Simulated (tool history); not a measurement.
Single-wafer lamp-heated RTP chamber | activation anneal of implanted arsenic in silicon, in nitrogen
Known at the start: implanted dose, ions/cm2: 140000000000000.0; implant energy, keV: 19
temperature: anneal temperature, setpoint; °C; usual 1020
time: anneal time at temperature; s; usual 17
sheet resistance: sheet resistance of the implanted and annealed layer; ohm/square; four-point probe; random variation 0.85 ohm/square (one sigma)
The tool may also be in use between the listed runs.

run,hour,temperature,time,"read-back reference wafer on the same gauge, sheet resistance",sheet resistance
1,0.0,1020,17,539.31,570.60
2,39.0,1020,17,539.53,571.28
3,98.4,1020,17,539.45,569.55
4,165.6,1020,17,539.94,571.17
# hour 191.2: pyrometer window cleaned and pyrometer calibrated
5,191.9,1020,17,540.01,571.44
6,221.6,1020,17,540.06,570.79
7,267.6,1020,17,540.16,572.41
8,326.8,1020,17,540.42,570.55
# hour 425.2: reflector plate cleaned
# hour 435.1: pyrometer window cleaned and pyrometer calibrated
9,525.0,1020,17,540.97,571.46
10,574.5,1020,17,541.32,572.92
11,610.4,1020,17,541.39,572.54
12,672.6,1020,17,541.83,574.43
# hour 716.6: pyrometer window cleaned and pyrometer calibrated
13,736.0,1020,17,542.08,574.34
14,765.5,992,17,542.04,577.05
# hour 784.6: gauge calibrated
15,837.1,1049,13,535.77,566.61
16,904.3,1020,17,535.98,565.90
17,951.3,993,17,536.27,569.53
# hour 997.0: pyrometer window cleaned and pyrometer calibrated
18,1002.3,1043,11,536.48,567.07
19,1069.4,1020,17,536.78,566.03
20,1104.5,1049,27,536.90,558.96
21,1163.2,1029,24,537.12,563.20
# hour 1192.2: reflector plate cleaned
22,1219.8,993,23,537.39,569.68
23,1244.5,1020,17,537.29,570.15
24,1271.6,1038,22,537.50,563.75
# hour 1302.6: pyrometer window cleaned and pyrometer calibrated
25,1330.7,1020,17,537.82,570.16

What the log doesn't show, run by run:
true wafer temperature minus pyrometer reading, K: 0 in every run
wafer temperature error from the tarnished reflector plate, K: 0 in every run
H1: gauge reads high (%)
run,H1
1,0.584
2,0.612
3,0.655
4,0.703
5,0.722
6,0.744
7,0.777
8,0.819
9,0.962
10,0.998
11,1.02
12,1.07
13,1.11
14,1.14
15,-0.0359
16,0.0125
17,0.0463
18,0.083
19,0.131
20,0.157
21,0.199
22,0.239
23,0.257
24,0.277
25,0.319

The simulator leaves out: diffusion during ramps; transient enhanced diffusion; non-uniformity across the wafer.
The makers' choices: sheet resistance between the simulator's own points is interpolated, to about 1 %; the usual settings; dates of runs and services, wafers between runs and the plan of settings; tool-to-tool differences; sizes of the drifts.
